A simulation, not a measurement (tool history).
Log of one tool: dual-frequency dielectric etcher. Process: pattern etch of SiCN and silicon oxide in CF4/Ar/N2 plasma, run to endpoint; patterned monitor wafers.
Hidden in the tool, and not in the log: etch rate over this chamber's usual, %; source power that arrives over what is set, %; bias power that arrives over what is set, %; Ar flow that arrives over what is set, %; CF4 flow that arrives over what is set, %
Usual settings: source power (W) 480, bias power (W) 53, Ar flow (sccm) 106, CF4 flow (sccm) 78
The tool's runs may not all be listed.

run,hour,source power (W),bias power (W),Ar flow (sccm),CF4 flow (sccm),wafers since the last listed run,hours since the last wet clean,hours since the last source power generator calibration,hours since the last bias power generator calibration,hours since the last Ar flow controller change,hours since the last CF4 flow controller change,hours since the last upper electrode change,"incoming incoming film thickness, nm",endpoint time (s)
1,0,440,53,106,90,0,169.5,3242.5,3801.5,907.5,3020.2,3598.7,12.42,15.3
2,42,440,53,106,90,795,211.5,3284.5,3843.5,949.5,3062.2,3640.7,12.33,15.3
3,75.7,440,53,106,90,638,245.2,3318.2,3877.2,983.2,3095.9,3674.4,12.39,15.2
4,261,480,53,106,78,3511,430.5,3503.5,4062.5,1168.5,3281.2,3859.7,12.42,15.1
# hour 346: wet clean of the chamber
5,346.5,480,53,106,78,1165,0.5,3589,4148,1254,3366.7,3945.2,12.51,14.8
6,363.1,480,53,106,78,314,17.1,3605.6,4164.6,1270.6,3383.3,3961.8,12.33,14.5
# hour 402.1: upper electrode replaced
7,434.9,480,53,106,78,905,88.9,3677.4,4236.4,1342.4,3455.1,32.8,12.56,14.9
8,482.3,480,53,106,78,898,136.3,3724.8,4283.8,1389.8,3502.5,80.2,12.56,15
9,542.7,480,53,106,78,1144,196.7,3785.2,4344.2,1450.2,3562.9,140.6,12.38,14.8
10,599,480,53,106,78,1066,253,3841.5,4400.5,1506.5,3619.2,196.9,12.51,15
11,642.1,400,53,106,88,816,296.1,3884.6,4443.6,1549.6,3662.3,240,12.53,16.5
# hour 676.5: Ar flow controller replaced
# hour 740.9: bias power generator calibrated
# hour 809.3: wet clean of the chamber
12,847.7,480,66,119,84,3252,38.4,4090.2,106.8,171.2,3867.9,445.6,12.43,13.8
13,905.8,480,53,106,78,1101,96.5,4148.3,164.9,229.3,3926,503.7,12.49,14.9
14,970.4,480,44,114,78,1224,161.1,4212.9,229.5,293.9,3990.6,568.3,12.57,16
# hour 976.8: CF4 flow controller replaced
15,1031.8,480,53,119,62,1049,222.5,4274.3,290.9,355.3,55,629.7,12.6,16
16,1061.4,480,65,106,78,560,252.1,4303.9,320.5,384.9,84.6,659.3,12.46,14
# hour 1082.1: source power generator calibrated
17,1095.4,400,53,106,71,568,286.1,13.3,354.5,418.9,118.6,693.3,12.35,16.9
18,1131.9,480,53,106,78,691,322.6,49.8,391,455.4,155.1,729.8,12.5,15.1
19,1173.2,360,53,126,67,782,363.9,91.1,432.3,496.7,196.4,771.1,12.59,18.8
20,1246.1,480,53,106,78,1381,436.8,164,505.2,569.6,269.3,844,12.46,15.2
# hour 1304.6: wet clean of the chamber
21,1309.9,480,46,124,86,754,5.3,227.8,569,633.4,333.1,907.8,12.58,15.5
22,1368,480,53,106,78,1101,63.4,285.9,627.1,691.5,391.2,965.9,12.64,15.1
23,1398.4,570,43,106,64,576,93.8,316.3,657.5,721.9,421.6,996.3,12.51,14.8

5 ways to go on from here, each from the tool as it stands after run 23. What would each give?
A,1398.8,480,53,106,78,7,94.2,316.7,657.9,722.3,422,996.7,12.44,?
B,1398.8,480,60,127,78,7,94.2,316.7,657.9,722.3,422,996.7,12.44,?
C,1398.8,600,48,99,71,7,94.2,316.7,657.9,722.3,422,996.7,12.44,?
D,1398.8,530,66,95,61,7,94.2,316.7,657.9,722.3,422,996.7,12.44,?
E,1398.8,480,53,90,65,7,94.2,316.7,657.9,722.3,422,996.7,12.44,?

run,endpoint time (s)
A,14.8
B,14.5
C,13.4
D,13.3
E,14.9
Without the tool's hidden state the same runs would have given:
run,endpoint time (s)
A,14.7
B,14.4
C,13.3
D,13.3
E,14.9
